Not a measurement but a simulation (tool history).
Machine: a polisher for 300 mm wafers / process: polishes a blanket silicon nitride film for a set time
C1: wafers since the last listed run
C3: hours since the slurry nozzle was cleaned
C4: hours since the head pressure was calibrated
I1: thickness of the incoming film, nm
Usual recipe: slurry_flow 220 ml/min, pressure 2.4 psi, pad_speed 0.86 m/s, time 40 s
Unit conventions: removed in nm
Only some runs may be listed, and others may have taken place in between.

run 1 hour=0 | slurry_flow=220 pressure=2.4 pad_speed=0.86 time=32 | C1=0 wafers_polished_on_this_pad=1603 C3=427.7 C4=6.4 | I1=489.5 | removed=35.4
-- hour=23.8 worn pad replaced by a new one
run 2 hour=120.1 | slurry_flow=220 pressure=2.4 pad_speed=0.86 time=32 | C1=1420 wafers_polished_on_this_pad=1178 C3=547.8 C4=126.5 | I1=496.1 | removed=34.5
-- hour=168.8 worn pad replaced by a new one, of another model than before
run 3 hour=174.6 | slurry_flow=220 pressure=2.4 pad_speed=0.86 time=32 | C1=617 wafers_polished_on_this_pad=70 C3=602.3 C4=181 | I1=500.8 | removed=39.8
run 4 hour=207.8 | slurry_flow=220 pressure=2.4 pad_speed=0.86 time=43 | C1=406 wafers_polished_on_this_pad=476 C3=635.5 C4=214.2 | I1=502.1 | removed=48.5
run 5 hour=242.2 | slurry_flow=220 pressure=2.4 pad_speed=0.86 time=43 | C1=420 wafers_polished_on_this_pad=897 C3=669.9 C4=248.6 | I1=503.1 | removed=47.8
-- hour=284.3 head pressure recalibrated
run 6 hour=294.5 | slurry_flow=220 pressure=2.4 pad_speed=0.86 time=43 | C1=615 wafers_polished_on_this_pad=1513 C3=722.2 C4=10.2 | I1=499.4 | removed=47
-- hour=334.4 worn pad replaced by a new one
-- hour=340.3 slurry nozzle cleaned
run 7 hour=449 | slurry_flow=220 pressure=2.2 pad_speed=0.86 time=40 | C1=1828 wafers_polished_on_this_pad=1389 C3=108.7 C4=164.7 | I1=501.3 | removed=40.1
-- hour=487.3 worn pad replaced by a new one
run 8 hour=491.9 | slurry_flow=220 pressure=2.8 pad_speed=1.02 time=40 | C1=475 wafers_polished_on_this_pad=56 C3=151.6 C4=207.6 | I1=502.9 | removed=60.6
run 9 hour=521.2 | slurry_flow=165 pressure=2.4 pad_speed=0.86 time=40 | C1=358 wafers_polished_on_this_pad=414 C3=180.9 C4=236.9 | I1=500.9 | removed=42.7
run 10 hour=565.2 | slurry_flow=190 pressure=1.7 pad_speed=0.64 time=40 | C1=538 wafers_polished_on_this_pad=953 C3=224.9 C4=280.9 | I1=491.6 | removed=27.6
run 11 hour=596.4 | slurry_flow=220 pressure=2.4 pad_speed=0.86 time=43 | C1=381 wafers_polished_on_this_pad=1334 C3=256.1 C4=312.1 | I1=505.1 | removed=46.6
run 12 hour=623.9 | slurry_flow=155 pressure=2.4 pad_speed=0.74 time=54 | C1=336 wafers_polished_on_this_pad=1671 C3=283.6 C4=339.6 | I1=500 | removed=47.3
-- hour=626 head pressure recalibrated
-- hour=632.5 worn pad replaced by a new one
run 13 hour=672.9 | slurry_flow=220 pressure=3 pad_speed=0.86 time=40 | C1=525 wafers_polished_on_this_pad=494 C3=332.6 C4=46.9 | I1=491.1 | removed=54.5
run 14 hour=699 | slurry_flow=220 pressure=2.4 pad_speed=0.86 time=32 | C1=319 wafers_polished_on_this_pad=813 C3=358.7 C4=73 | I1=493 | removed=36.1
run 15 hour=757.8 | slurry_flow=245 pressure=2.4 pad_speed=0.86 time=29 | C1=719 wafers_polished_on_this_pad=1532 C3=417.5 C4=131.8 | I1=499 | removed=32.2

A few steps of removed between consecutive runs. Split each: what settings, incoming material and random variation would produce without the hidden state, and what is left over for the hidden state, along with gauge scatter present in only one of the two compared results (measured, and without hidden state):
The hidden state here: removal rate lost through wear of the pad, %; slurry flow missing at the pad, %; deviation of the head's pressure from its setpoint, %.
Run 7 -> 8: pressure 2.2 -> 2.8, pad_speed 0.86 -> 1.02, worn pad replaced by a new one. removed +20.5 nm: hidden state +4.5, all else +16.

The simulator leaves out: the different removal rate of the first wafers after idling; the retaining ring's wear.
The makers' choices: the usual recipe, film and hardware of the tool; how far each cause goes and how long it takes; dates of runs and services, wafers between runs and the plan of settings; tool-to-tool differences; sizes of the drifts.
